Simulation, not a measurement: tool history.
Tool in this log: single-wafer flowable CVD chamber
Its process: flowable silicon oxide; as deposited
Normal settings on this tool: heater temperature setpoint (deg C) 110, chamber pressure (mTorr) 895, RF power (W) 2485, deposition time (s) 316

| run | hour | heater temperature setpoint (deg C) | chamber pressure (mTorr) | RF power (W) | deposition time (s) | wafers since the last listed run | hours since the last thermocouple change | hours since the last RF generator calibration | hours since the last manometer calibration | hours since the showerhead was replaced | hours since the gauge calibration | read-back reference wafer on the same gauge, thickness_nm | mean film thickness on the monitor wafer (angstrom) |
|---|---|---|---|---|---|---|---|---|---|---|---|---|---|
| 1 | 0.0 | 106 | 746 | 2485 | 316 | 0 | 798.7 | 1486.2 | 1721.7 | 4825.8 | 421.2 | 158.099 | 1678.31 |
| 2 | 50.5 | 106 | 746 | 2485 | 316 | 420 | 849.2 | 1536.7 | 1772.2 | 4876.3 | 471.7 | 157.526 | 1678.24 |
| 3 | 100.6 | 110 | 895 | 2485 | 316 | 416 | 899.3 | 1586.8 | 1822.3 | 4926.4 | 521.8 | 157.467 | 1791.14 |
| 4 | 202.7 | 110 | 895 | 2485 | 316 | 849 | 1001.4 | 1688.9 | 1924.4 | 5028.5 | 623.9 | 156.177 | 1785.73 |
| 5 | 285.2 | 121 | 895 | 2485 | 316 | 686 | 1083.9 | 1771.4 | 2006.9 | 5111.0 | 706.4 | 156.156 | 1301.65 |
| 6 | 388.3 | 121 | 895 | 2485 | 316 | 857 | 1187.0 | 1874.5 | 2110.0 | 5214.1 | 809.5 | 155.836 | 1302.39 |
|  | 447.2 | thermocouple changed; heater temperature recalibrated |
|  | 458.5 | RF generator calibrated |
| 7 | 473.1 | 121 | 895 | 2485 | 316 | 572 | 25.9 | 14.6 | 2194.8 | 5298.9 | 894.3 | 155.408 | 1303.28 |
|  | 500.6 | gauge calibrated |
| 8 | 564.1 | 110 | 895 | 2485 | 316 | 757 | 116.9 | 105.6 | 2285.8 | 5389.9 | 63.5 | 160.032 | 1821.06 |
| 9 | 608.8 | 110 | 895 | 2485 | 316 | 371 | 161.6 | 150.3 | 2330.5 | 5434.6 | 108.2 | 159.944 | 1822.26 |
| 10 | 675.1 | 110 | 895 | 2485 | 316 | 551 | 227.9 | 216.6 | 2396.8 | 5500.9 | 174.5 | 158.890 | 1816.02 |
| 11 | 779.5 | 120 | 834 | 2245 | 316 | 868 | 332.3 | 321.0 | 2501.2 | 5605.3 | 278.9 | 158.526 | 1255.66 |
| 12 | 825.7 | 110 | 895 | 2485 | 316 | 384 | 378.5 | 367.2 | 2547.4 | 5651.5 | 325.1 | 158.103 | 1805.02 |
| 13 | 887.9 | 110 | 895 | 1995 | 316 | 517 | 440.7 | 429.4 | 2609.6 | 5713.7 | 387.3 | 157.548 | 1737.80 |
| 14 | 942.7 | 110 | 895 | 2485 | 316 | 455 | 495.5 | 484.2 | 2664.4 | 5768.5 | 442.1 | 157.514 | 1790.79 |
|  | 968.2 | showerhead replaced |
|  | 973.6 | capacitance manometer re-zeroed and calibrated |
| 15 | 1000.7 | 110 | 895 | 2485 | 316 | 371 | 553.5 | 542.2 | 27.1 | 32.5 | 500.1 | 157.287 | 1794.67 |
| 16 | 1063.1 | 110 | 974 | 2295 | 379 | 519 | 615.9 | 604.6 | 89.5 | 94.9 | 562.5 | 156.925 | 2318.88 |
| 17 | 1127.2 | 102 | 895 | 2880 | 352 | 533 | 680.0 | 668.7 | 153.6 | 159.0 | 626.6 | 156.591 | 2575.49 |
| 18 | 1198.0 | 110 | 895 | 1995 | 316 | 589 | 750.8 | 739.5 | 224.4 | 229.8 | 697.4 | 156.231 | 1716.95 |
| 19 | 1253.1 | 110 | 895 | 2485 | 275 | 458 | 805.9 | 794.6 | 279.5 | 284.9 | 752.5 | 155.316 | 1544.60 |
| 20 | 1352.3 | 123 | 966 | 2650 | 316 | 825 | 905.1 | 893.8 | 378.7 | 384.1 | 851.7 | 155.270 | 1328.58 |

Some steps in mean film thickness on the monitor wafer (angstrom) between neighbouring runs. How much of each would the tool show without its hidden state too (settings, what came in, random variation), and how much is left for the hidden state, with any gauge scatter that isn't in both results?
Unlogged tool condition in this case: wafer temperature above the value expected at the setpoint (K); delivered RF power above the setpoint (%); true pressure above the setpoint (%); gauge reads high (%).
Run 7 -> 8: heater temperature setpoint (deg C) 121 -> 110, gauge calibrated. mean film thickness on the monitor wafer (angstrom) +517.78: hidden state +38.38, all else +479.40.
Run 10 -> 11: heater temperature setpoint (deg C) 110 -> 120, chamber pressure (mTorr) 895 -> 834, RF power (W) 2485 -> 2245. mean film thickness on the monitor wafer (angstrom) -560.36: hidden state -1.80, all else -558.56.
Run 15 -> 16: chamber pressure (mTorr) 895 -> 974, RF power (W) 2485 -> 2295, deposition time (s) 316 -> 379. mean film thickness on the monitor wafer (angstrom) +524.21: hidden state -14.78, all else +538.99.
Run 17 -> 18: heater temperature setpoint (deg C) 102 -> 110, RF power (W) 2880 -> 1995, deposition time (s) 352 -> 316. mean film thickness on the monitor wafer (angstrom) -858.54: hidden state +14.66, all else -873.20.

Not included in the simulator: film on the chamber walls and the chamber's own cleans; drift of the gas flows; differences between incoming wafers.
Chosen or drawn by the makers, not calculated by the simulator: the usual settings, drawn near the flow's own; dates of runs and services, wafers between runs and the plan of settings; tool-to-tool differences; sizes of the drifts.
